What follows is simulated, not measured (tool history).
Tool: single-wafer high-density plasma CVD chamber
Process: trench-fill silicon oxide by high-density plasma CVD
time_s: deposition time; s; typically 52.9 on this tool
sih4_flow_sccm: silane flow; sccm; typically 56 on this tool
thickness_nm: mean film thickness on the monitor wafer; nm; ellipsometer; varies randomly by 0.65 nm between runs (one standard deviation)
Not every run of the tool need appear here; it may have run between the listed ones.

run	day	time_s	sih4_flow_sccm	read-back reference wafer on the same gauge, thickness_nm	thickness_nm
1	0	57.9	56	257.167	321.293
2	3.129	57.9	56	257.213	320.724
3	4.738	57.9	56	257.02	320.508
4	7.571	52.9	50	256.873	260.809
5	9.296	52.9	50	257.061	260.969
6	12.712	52.9	50	256.982	261.521
7	15.138	52.9	56	257.116	292.999
8	17.229	52.9	52	256.932	272.179
9	20.912	57.8	45	257.026	256.423
10	23.025	52.9	52	256.854	289.94
11	26.117	45	63	256.74	296.285
12	28.279	56	56	257.08	326.482
13	30.592	48.2	53	257.196	265.412
14	32.933	61.7	52	256.932	331.544

Put back what was entered between runs (2 entries, withheld): which listed runs does each sit between, and how does the hidden state differ from the listed run before to the listed run after?
From run 9 to run 10: silane flow controller replaced (day 22.708)
  delivered silane flow above the setpoint (%): -6.25 -> -0.103
  measured less the result without the state, thickness_nm: -17.09 -> -0.3 nm
From run 10 to run 11: gauge calibrated (day 25.754)
  delivered silane flow above the setpoint (%): -0.103 -> -0.634
  measured less the result without the state, thickness_nm: -0.3 -> -1.889 nm
